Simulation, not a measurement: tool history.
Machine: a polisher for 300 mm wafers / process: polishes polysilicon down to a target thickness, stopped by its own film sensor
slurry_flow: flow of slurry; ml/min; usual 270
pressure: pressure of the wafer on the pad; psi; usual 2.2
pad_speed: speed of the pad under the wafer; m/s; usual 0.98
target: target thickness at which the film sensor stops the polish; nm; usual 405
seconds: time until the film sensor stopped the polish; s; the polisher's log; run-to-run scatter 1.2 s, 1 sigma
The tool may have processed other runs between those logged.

| run | hour | slurry_flow | pressure | pad_speed | target | wafers since the last listed run | wafers polished on this pad | hours since the slurry nozzle was cleaned | hours since the head pressure was calibrated | incoming thickness of the incoming film, nm | seconds |
|---|---|---|---|---|---|---|---|---|---|---|---|
| 1 | 0.0 | 270 | 2.2 | 0.98 | 405 | 0 | 412 | 84.6 | 529.8 | 991.6 | 93.2 |
| 2 | 20.9 | 270 | 2.2 | 0.98 | 405 | 145 | 557 | 105.5 | 550.7 | 992.8 | 92.3 |
| 3 | 39.7 | 270 | 2.2 | 0.70 | 405 | 130 | 687 | 124.3 | 569.5 | 993.9 | 119.6 |
| 4 | 56.4 | 270 | 2.2 | 0.70 | 405 | 115 | 803 | 141.0 | 586.2 | 974.4 | 115.2 |
| 5 | 70.7 | 270 | 2.2 | 0.70 | 405 | 99 | 902 | 155.3 | 600.5 | 980.0 | 116.4 |
| 6 | 105.2 | 270 | 2.2 | 0.98 | 405 | 239 | 1142 | 189.8 | 635.0 | 975.7 | 89.2 |
|  | 125.0 | worn pad replaced by a new one |
| 7 | 134.1 | 270 | 2.2 | 0.98 | 405 | 172 | 63 | 218.7 | 663.9 | 972.9 | 89.1 |
| 8 | 169.4 | 270 | 2.2 | 0.98 | 405 | 245 | 308 | 254.0 | 699.2 | 992.1 | 90.9 |
| 9 | 198.8 | 270 | 2.2 | 0.86 | 405 | 204 | 512 | 283.4 | 728.6 | 994.8 | 104.7 |
| 10 | 215.6 | 270 | 2.2 | 0.98 | 405 | 116 | 629 | 300.2 | 745.4 | 971.0 | 87.7 |
| 11 | 230.4 | 270 | 2.2 | 0.98 | 405 | 102 | 731 | 315.0 | 760.2 | 988.7 | 93.7 |
| 12 | 254.3 | 270 | 2.2 | 0.98 | 405 | 165 | 897 | 338.9 | 784.1 | 974.6 | 88.5 |
| 13 | 278.3 | 270 | 2.2 | 0.98 | 405 | 166 | 1064 | 362.9 | 808.1 | 988.9 | 91.4 |
|  | 302.1 | worn pad replaced by a new one, of another model than before |
|  | 303.0 | slurry nozzle cleaned |
| 14 | 314.0 | 235 | 2.2 | 0.98 | 468 | 213 | 76 | 11.0 | 843.8 | 996.5 | 80.6 |
| 15 | 336.9 | 235 | 2.2 | 0.98 | 468 | 158 | 235 | 33.9 | 866.7 | 991.9 | 79.2 |
| 16 | 355.4 | 270 | 2.2 | 1.24 | 553 | 128 | 363 | 52.4 | 885.2 | 975.7 | 50.4 |
| 17 | 371.8 | 270 | 2.2 | 0.98 | 405 | 113 | 477 | 68.8 | 901.6 | 961.5 | 82.9 |
|  | 377.3 | head pressure recalibrated |
| 18 | 388.0 | 270 | 2.2 | 0.98 | 405 | 98 | 575 | 85.0 | 10.7 | 966.8 | 91.5 |
| 19 | 419.6 | 245 | 1.6 | 1.14 | 349 | 219 | 795 | 116.6 | 42.3 | 999.3 | 120.2 |
| 20 | 433.4 | 270 | 2.2 | 1.32 | 405 | 95 | 891 | 130.4 | 56.1 | 975.3 | 67.9 |
| 21 | 448.1 | 270 | 2.2 | 0.98 | 405 | 102 | 993 | 145.1 | 70.8 | 978.3 | 90.4 |
| 22 | 464.9 | 310 | 2.9 | 1.14 | 405 | 116 | 1109 | 161.9 | 87.6 | 981.0 | 62.5 |
| 23 | 491.1 | 270 | 2.2 | 0.98 | 405 | 181 | 1291 | 188.1 | 113.8 | 997.0 | 97.0 |
| 24 | 522.4 | 340 | 2.0 | 1.08 | 405 | 217 | 1508 | 219.4 | 145.1 | 971.8 | 87.9 |
|  | 528.0 | worn pad replaced by a new one |
| 25 | 543.2 | 270 | 2.9 | 0.98 | 252 | 116 | 105 | 240.2 | 165.9 | 969.8 | 87.6 |
| 26 | 569.8 | 270 | 2.2 | 0.68 | 405 | 184 | 290 | 266.8 | 192.5 | 981.0 | 132.4 |
| 27 | 582.8 | 325 | 2.7 | 0.82 | 503 | 90 | 380 | 279.8 | 205.5 | 985.1 | 74.5 |
| 28 | 617.1 | 210 | 2.2 | 0.78 | 405 | 238 | 618 | 314.1 | 239.8 | 957.2 | 110.5 |
| 29 | 642.8 | 270 | 2.2 | 0.70 | 405 | 178 | 796 | 339.8 | 265.5 | 986.0 | 129.8 |
| 30 | 662.3 | 305 | 2.6 | 0.72 | 325 | 135 | 932 | 359.3 | 285.0 | 984.0 | 122.2 |
| 31 | 677.7 | 270 | 2.2 | 0.98 | 405 | 106 | 1039 | 374.7 | 300.4 | 975.1 | 88.8 |
|  | 702.5 | slurry nozzle cleaned |
| 32 | 709.6 | 270 | 2.2 | 0.98 | 405 | 214 | 1253 | 7.1 | 332.3 | 976.9 | 88.8 |
| 33 | 736.2 | 270 | 2.2 | 0.98 | 405 | 184 | 1438 | 33.7 | 358.9 | 972.8 | 85.4 |
|  | 740.4 | worn pad replaced by a new one |
| 34 | 770.0 | 270 | 2.2 | 0.98 | 405 | 206 | 205 | 67.5 | 392.7 | 979.7 | 88.5 |
| 35 | 793.2 | 330 | 2.2 | 0.82 | 560 | 161 | 366 | 90.7 | 415.9 | 1001.0 | 79.1 |
| 36 | 817.3 | 220 | 2.2 | 0.98 | 405 | 167 | 533 | 114.8 | 440.0 | 970.2 | 89.3 |
| 37 | 842.3 | 270 | 2.2 | 0.98 | 243 | 173 | 707 | 139.8 | 465.0 | 986.1 | 113.1 |
| 38 | 870.3 | 210 | 2.2 | 0.84 | 235 | 194 | 901 | 167.8 | 493.0 | 993.7 | 138.0 |

What if the next run were any one of these 3? Each begins from the tool's condition after run 38:
| A | 870.8 | 270 | 2.2 | 0.98 | 405 | 3 | 904 | 168.3 | 493.5 | 996.4 | ? |
| B | 870.8 | 270 | 1.5 | 0.98 | 405 | 3 | 904 | 168.3 | 493.5 | 996.4 | ? |
| C | 870.8 | 175 | 2.2 | 0.98 | 255 | 3 | 904 | 168.3 | 493.5 | 996.4 | ? |

| run | seconds |
|---|---|
| A | 89.6 |
| B | 127.9 |
| C | 116.2 |
With no hidden state in the tool, these same runs would have given:
| run | seconds |
|---|---|
| A | 96.8 |
| B | 138.1 |
| C | 125.5 |
